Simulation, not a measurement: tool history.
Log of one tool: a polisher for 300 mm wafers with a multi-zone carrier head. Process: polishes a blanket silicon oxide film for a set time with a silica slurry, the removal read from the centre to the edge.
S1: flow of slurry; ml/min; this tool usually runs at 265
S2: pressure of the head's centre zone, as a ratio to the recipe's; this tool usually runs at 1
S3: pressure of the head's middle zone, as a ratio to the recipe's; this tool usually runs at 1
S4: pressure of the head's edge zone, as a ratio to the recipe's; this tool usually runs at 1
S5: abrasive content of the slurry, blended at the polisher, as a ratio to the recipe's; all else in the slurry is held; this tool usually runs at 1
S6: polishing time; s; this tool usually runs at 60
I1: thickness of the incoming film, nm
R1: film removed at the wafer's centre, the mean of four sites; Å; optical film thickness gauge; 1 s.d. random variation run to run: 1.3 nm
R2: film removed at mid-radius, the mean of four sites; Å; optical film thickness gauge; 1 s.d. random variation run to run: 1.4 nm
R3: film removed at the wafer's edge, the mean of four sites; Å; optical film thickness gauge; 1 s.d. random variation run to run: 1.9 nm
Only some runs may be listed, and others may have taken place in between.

run 1 hour=0 | S1=265 S2=1 S3=1 S4=1 S5=1 S6=60 | I1=1450.6 | R1=1760 R2=1816 R3=1707
run 2 hour=59.3 | S1=265 S2=1.03 S3=1 S4=1 S5=1 S6=60 | I1=1433.8 | R1=1736 R2=1773 R3=1617
run 3 hour=119.2 | S1=265 S2=1 S3=1 S4=1 S5=1 S6=60 | I1=1477 | R1=1673 R2=1741 R3=1678
run 4 hour=151.1 | S1=265 S2=1 S3=1 S4=1 S5=1 S6=60 | I1=1450.6 | R1=1671 R2=1749 R3=1613
-- hour=168.5 worn pad replaced by a new one
-- hour=179.5 slurry nozzle cleaned
run 5 hour=223.1 | S1=265 S2=1 S3=1 S4=1 S5=1 S6=60 | I1=1442.6 | R1=1720 R2=1815 R3=1661
run 6 hour=248.8 | S1=265 S2=1 S3=1 S4=1 S5=1 S6=60 | I1=1460.3 | R1=1712 R2=1767 R3=1683
run 7 hour=282.8 | S1=265 S2=1 S3=1 S4=1 S5=1 S6=60 | I1=1459.4 | R1=1701 R2=1751 R3=1605
run 8 hour=324.6 | S1=265 S2=1 S3=1 S4=1 S5=1 S6=60 | I1=1460.2 | R1=1700 R2=1742 R3=1616
-- hour=358.7 worn pad replaced by a new one
run 9 hour=363 | S1=265 S2=1 S3=1 S4=1 S5=1 S6=60 | I1=1460.6 | R1=1803 R2=1860 R3=1734
-- hour=388.1 edge zone pressure recalibrated
-- hour=454.6 centre zone pressure recalibrated
run 10 hour=513.4 | S1=265 S2=1 S3=1 S4=1 S5=1 S6=60 | I1=1468.2 | R1=1712 R2=1760 R3=1640
-- hour=543.3 carrier head's membrane replaced by a new one
-- hour=558.5 worn pad replaced by a new one
run 11 hour=581.7 | S1=185 S2=1 S3=1 S4=1 S5=1 S6=60 | I1=1468.7 | R1=1712 R2=1779 R3=1670
-- hour=592.4 slurry nozzle cleaned
run 12 hour=635.7 | S1=265 S2=1.04 S3=1 S4=1 S5=0.85 S6=76 | I1=1453.9 | R1=2104 R2=2091 R3=1965
run 13 hour=659.7 | S1=265 S2=1 S3=1 S4=1 S5=1 S6=60 | I1=1465.3 | R1=1700 R2=1794 R3=1670
run 14 hour=685.6 | S1=265 S2=1 S3=1 S4=1 S5=1 S6=60 | I1=1483.2 | R1=1711 R2=1750 R3=1633
run 15 hour=716.7 | S1=265 S2=0.96 S3=1 S4=1 S5=1 S6=60 | I1=1465.5 | R1=1634 R2=1739 R3=1675
run 16 hour=766.1 | S1=265 S2=1 S3=1 S4=1 S5=1 S6=60 | I1=1443.7 | R1=1680 R2=1749 R3=1630
-- hour=793.6 worn pad replaced by a new one
run 17 hour=811.7 | S1=310 S2=1 S3=1.08 S4=1 S5=0.85 S6=60 | I1=1462.8 | R1=1660 R2=1854 R3=1601
run 18 hour=838.6 | S1=265 S2=1 S3=1.08 S4=1 S5=1 S6=60 | I1=1451.8 | R1=1733 R2=1921 R3=1675
run 19 hour=865.1 | S1=265 S2=1 S3=1.09 S4=1 S5=1 S6=60 | I1=1469.9 | R1=1717 R2=1926 R3=1692
run 20 hour=935.4 | S1=310 S2=1 S3=1.08 S4=1 S5=0.85 S6=60 | I1=1468.3 | R1=1582 R2=1766 R3=1572

Here are 5 independent what-if runs from the current tool condition. What would each one return?
run A hour=935.8 | S1=235 S2=1 S3=1 S4=1 S5=1 S6=60 | I1=1453.3 | R1=? R2=? R3=?
run B hour=935.8 | S1=200 S2=1 S3=1 S4=0.96 S5=0.9 S6=60 | I1=1453.3 | R1=? R2=? R3=?
run C hour=935.8 | S1=300 S2=0.96 S3=1 S4=1 S5=1 S6=60 | I1=1453.3 | R1=? R2=? R3=?
run D hour=935.8 | S1=265 S2=1 S3=1 S4=1.04 S5=1 S6=79 | I1=1453.3 | R1=? R2=? R3=?
run E hour=935.8 | S1=175 S2=1 S3=0.91 S4=1 S5=1 S6=68 | I1=1453.3 | R1=? R2=? R3=?

run=A R1=1673 R2=1734 R3=1593
run=B R1=1579 R2=1639 R3=1488
run=C R1=1641 R2=1762 R3=1613
run=D R1=2222 R2=2301 R3=2142
run=E R1=1852 R2=1779 R3=1781
Without the tool's hidden state the same runs would have given:
run=A R1=1789 R2=1854 R3=1704
run=B R1=1689 R2=1753 R3=1592
run=C R1=1755 R2=1885 R3=1725
run=D R1=2376 R2=2461 R3=2291
run=E R1=1981 R2=1903 R3=1905

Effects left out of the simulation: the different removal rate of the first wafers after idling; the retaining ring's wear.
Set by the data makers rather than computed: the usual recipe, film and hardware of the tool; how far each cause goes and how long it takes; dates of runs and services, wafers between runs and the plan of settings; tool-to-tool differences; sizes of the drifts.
